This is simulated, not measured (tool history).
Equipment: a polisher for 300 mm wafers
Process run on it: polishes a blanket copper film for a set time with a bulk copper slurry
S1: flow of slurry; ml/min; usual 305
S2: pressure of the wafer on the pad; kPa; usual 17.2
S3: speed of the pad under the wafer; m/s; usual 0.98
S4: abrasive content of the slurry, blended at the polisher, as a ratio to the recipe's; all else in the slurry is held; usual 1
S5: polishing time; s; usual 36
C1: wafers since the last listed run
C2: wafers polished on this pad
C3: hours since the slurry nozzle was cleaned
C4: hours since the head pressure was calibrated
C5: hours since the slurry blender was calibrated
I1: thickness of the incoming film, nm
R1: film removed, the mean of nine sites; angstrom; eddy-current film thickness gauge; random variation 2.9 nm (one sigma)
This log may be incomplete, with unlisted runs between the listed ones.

run 1 day=0 | S1=305 S2=17.2 S3=0.98 S4=1 S5=36 | C1=0 C2=1040 C3=230.5 C4=92.4 C5=42.3 | I1=2635.2 | R1=2267
run 2 day=0.692 | S1=305 S2=17.2 S3=0.98 S4=1.1 S5=36 | C1=174 C2=1215 C3=247.1 C4=109 C5=58.9 | I1=2640.6 | R1=2268
run 3 day=1.258 | S1=305 S2=17.2 S3=0.98 S4=1 S5=36 | C1=143 C2=1358 C3=260.7 C4=122.6 C5=72.5 | I1=2649.1 | R1=2212
run 4 day=2.408 | S1=305 S2=17.2 S3=0.98 S4=1 S5=36 | C1=290 C2=1648 C3=288.3 C4=150.2 C5=100.1 | I1=2622.3 | R1=2237
run 5 day=3.525 | S1=305 S2=17.2 S3=0.98 S4=1 S5=36 | C1=281 C2=1930 C3=315.1 C4=177 C5=126.9 | I1=2574.1 | R1=2192
run 6 day=4.288 | S1=305 S2=17.2 S3=0.98 S4=1 S5=36 | C1=192 C2=2123 C3=333.4 C4=195.3 C5=145.2 | I1=2649 | R1=2274
run 7 day=5.375 | S1=305 S2=17.2 S3=0.98 S4=1 S5=36 | C1=274 C2=2397 C3=359.5 C4=221.4 C5=171.3 | I1=2614.3 | R1=2194
-- day=6.225 worn pad replaced by a new one
run 8 day=6.379 | S1=305 S2=17.2 S3=0.98 S4=1 S5=36 | C1=211 C2=38 C3=383.6 C4=245.5 C5=195.4 | I1=2681.9 | R1=2197
run 9 day=7.583 | S1=305 S2=11 S3=0.98 S4=1 S5=36 | C1=304 C2=342 C3=412.5 C4=274.4 C5=224.3 | I1=2610.4 | R1=1651
-- day=8.442 slurry blender recalibrated
run 10 day=8.6 | S1=305 S2=13.8 S3=0.98 S4=1 S5=40 | C1=235 C2=578 C3=436.9 C4=298.8 C5=3.8 | I1=2584 | R1=2075
-- day=8.742 slurry nozzle cleaned
run 11 day=9.754 | S1=385 S2=17.2 S3=0.98 S4=0.85 S5=36 | C1=280 C2=859 C3=24.3 C4=326.5 C5=31.5 | I1=2610 | R1=2102
run 12 day=10.4 | S1=305 S2=17.2 S3=0.98 S4=1 S5=36 | C1=163 C2=1022 C3=39.8 C4=342 C5=47 | I1=2658.4 | R1=2222
run 13 day=11.783 | S1=305 S2=17.2 S3=0.98 S4=1 S5=36 | C1=349 C2=1371 C3=73 C4=375.2 C5=80.2 | I1=2574 | R1=2221
run 14 day=12.4 | S1=305 S2=17.2 S3=0.86 S4=1 S5=29 | C1=155 C2=1527 C3=87.8 C4=390 C5=95 | I1=2638.4 | R1=1506
run 15 day=13.646 | S1=305 S2=22.8 S3=0.98 S4=0.8 S5=40 | C1=314 C2=1841 C3=117.7 C4=419.9 C5=124.9 | I1=2616.6 | R1=2843
run 16 day=15.142 | S1=305 S2=17.2 S3=0.98 S4=1 S5=36 | C1=377 C2=2219 C3=153.6 C4=455.8 C5=160.8 | I1=2633.3 | R1=2139
run 17 day=15.808 | S1=305 S2=17.2 S3=0.98 S4=0.9 S5=30 | C1=168 C2=2388 C3=169.6 C4=471.8 C5=176.8 | I1=2594.2 | R1=1761
run 18 day=16.992 | S1=305 S2=17.2 S3=0.98 S4=1 S5=36 | C1=298 C2=2686 C3=198 C4=500.2 C5=205.2 | I1=2657.1 | R1=2117
-- day=17.788 worn pad replaced by a new one
run 19 day=18.175 | S1=395 S2=12.4 S3=0.98 S4=1 S5=36 | C1=256 C2=97 C3=226.4 C4=528.6 C5=233.6 | I1=2627.9 | R1=1727
run 20 day=19.446 | S1=330 S2=21.4 S3=0.98 S4=0.8 S5=28 | C1=320 C2=418 C3=256.9 C4=559.1 C5=264.1 | I1=2584 | R1=1867
run 21 day=20.708 | S1=305 S2=20.7 S3=0.98 S4=1 S5=36 | C1=318 C2=737 C3=287.2 C4=589.4 C5=294.4 | I1=2610.7 | R1=2376
-- day=21.892 slurry blender recalibrated
run 22 day=22.183 | S1=305 S2=17.2 S3=1.1 S4=1 S5=36 | C1=351 C2=1088 C3=322.6 C4=624.8 C5=7 | I1=2623.5 | R1=2337
-- day=22.654 head pressure recalibrated
run 23 day=23.438 | S1=305 S2=17.2 S3=1.1 S4=1 S5=36 | C1=295 C2=1384 C3=352.7 C4=18.8 C5=37.1 | I1=2580.8 | R1=2573
run 24 day=24.15 | S1=305 S2=17.2 S3=0.98 S4=1 S5=48 | C1=179 C2=1564 C3=369.8 C4=35.9 C5=54.2 | I1=2610.7 | R1=3027
run 25 day=25.462 | S1=305 S2=17.2 S3=0.98 S4=1 S5=36 | C1=331 C2=1895 C3=401.3 C4=67.4 C5=85.7 | I1=2615.6 | R1=2265
run 26 day=26.904 | S1=305 S2=17.2 S3=0.98 S4=1.15 S5=36 | C1=364 C2=2259 C3=435.9 C4=102 C5=120.3 | I1=2622.8 | R1=2351
run 27 day=28.179 | S1=205 S2=17.2 S3=0.98 S4=1 S5=48 | C1=321 C2=2581 C3=466.5 C4=132.6 C5=150.9 | I1=2571.9 | R1=2860
-- day=28.454 worn pad replaced by a new one
-- day=29.354 slurry nozzle cleaned
run 28 day=29.446 | S1=305 S2=18.6 S3=0.9 S4=1 S5=36 | C1=267 C2=239 C3=2.2 C4=163 C5=181.3 | I1=2600.3 | R1=2170
run 29 day=30.421 | S1=345 S2=17.2 S3=0.82 S4=1 S5=36 | C1=246 C2=485 C3=25.6 C4=186.4 C5=204.7 | I1=2599 | R1=1916

Below are 5 alternative next runs, each starting from the tool's condition after run 29. Predict each:
run A day=30.438 | S1=305 S2=17.2 S3=0.98 S4=1 S5=36 | C1=4 C2=490 C3=26 C4=186.8 C5=205.1 | I1=2609.2 | R1=?
run B day=30.438 | S1=305 S2=17.2 S3=0.98 S4=0.85 S5=36 | C1=4 C2=490 C3=26 C4=186.8 C5=205.1 | I1=2609.2 | R1=?
run C day=30.438 | S1=220 S2=17.2 S3=0.98 S4=1 S5=43 | C1=4 C2=490 C3=26 C4=186.8 C5=205.1 | I1=2609.2 | R1=?
run D day=30.438 | S1=205 S2=15.2 S3=0.98 S4=1 S5=36 | C1=4 C2=490 C3=26 C4=186.8 C5=205.1 | I1=2609.2 | R1=?
run E day=30.438 | S1=210 S2=22.8 S3=0.98 S4=1.25 S5=31 | C1=4 C2=490 C3=26 C4=186.8 C5=205.1 | I1=2609.2 | R1=?

run=A R1=2271
run=B R1=2200
run=C R1=2618
run=D R1=1993
run=E R1=2392
What these runs would have given with no unlogged condition in the tool:
run=A R1=2305
run=B R1=2233
run=C R1=2657
run=D R1=2023
run=E R1=2428
